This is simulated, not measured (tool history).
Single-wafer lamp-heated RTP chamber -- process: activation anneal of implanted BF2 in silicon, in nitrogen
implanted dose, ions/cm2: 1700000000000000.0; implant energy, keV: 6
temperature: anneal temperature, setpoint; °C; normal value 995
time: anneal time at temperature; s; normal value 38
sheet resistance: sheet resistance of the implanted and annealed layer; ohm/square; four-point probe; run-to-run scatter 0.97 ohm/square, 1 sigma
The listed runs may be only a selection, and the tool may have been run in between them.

run,hour,temperature,time,"read-back reference wafer on the same gauge, sheet resistance",sheet resistance
1,0.0,995,49,220.17,202.34
2,92.4,995,53,219.90,194.70
3,196.4,995,53,219.71,196.55
# hour 333.3: pyrometer window cleaned and pyrometer calibrated
4,339.2,995,53,220.34,195.20
5,404.0,979,21,219.97,326.69
6,447.4,979,21,220.14,327.31
7,498.2,989,38,220.09,236.09
8,561.9,989,38,220.10,236.50
9,618.5,989,38,220.10,235.52
10,668.9,979,28,219.52,298.72
# hour 700.8: gauge calibrated
# hour 707.9: reflector plate cleaned
11,759.7,979,28,219.90,307.45
12,858.3,995,38,220.11,221.04
13,934.8,995,48,220.05,201.54
# hour 1027.6: pyrometer window cleaned and pyrometer calibrated
14,1036.2,995,48,220.31,201.66
15,1127.1,995,48,219.99,202.08
16,1175.2,1006,38,220.18,189.69
17,1212.0,972,19,219.83,369.26
18,1315.5,983,38,219.61,257.66
19,1378.7,973,25,219.91,338.85
20,1454.8,1011,56,220.03,159.36
21,1522.1,995,18,219.85,279.00
22,1626.6,995,48,220.26,199.93
23,1682.0,995,38,219.93,217.32
# hour 1769.7: pyrometer window cleaned and pyrometer calibrated
24,1785.5,1011,31,219.99,186.61
25,1833.8,966,38,220.12,322.55
# hour 1875.7: reflector plate cleaned
26,1881.6,1010,51,219.64,167.28
27,1957.5,986,28,219.65,279.05
28,2007.5,995,38,220.22,222.81
# hour 2015.0: gauge calibrated
29,2080.0,1006,51,220.04,174.96
30,2134.1,995,38,220.23,221.69
31,2218.0,982,31,220.05,280.74
32,2315.1,995,53,219.92,194.32

Alternative continuations, all from the tool just after run 32; predict every row:
A,2315.5,995,38,?,?
B,2315.5,974,47,?,?
C,2315.5,1005,31,?,?
D,2315.5,1004,16,?,?

run,"read-back reference wafer on the same gauge, sheet resistance",sheet resistance
A,219.79,218.59
B,219.79,272.91
C,219.79,204.85
D,219.79,260.99
The same runs, with their run-to-run variation unchanged, on a tool lacking any hidden condition would have given:
run,sheet resistance
A,221.93
B,277.24
C,207.81
D,264.51

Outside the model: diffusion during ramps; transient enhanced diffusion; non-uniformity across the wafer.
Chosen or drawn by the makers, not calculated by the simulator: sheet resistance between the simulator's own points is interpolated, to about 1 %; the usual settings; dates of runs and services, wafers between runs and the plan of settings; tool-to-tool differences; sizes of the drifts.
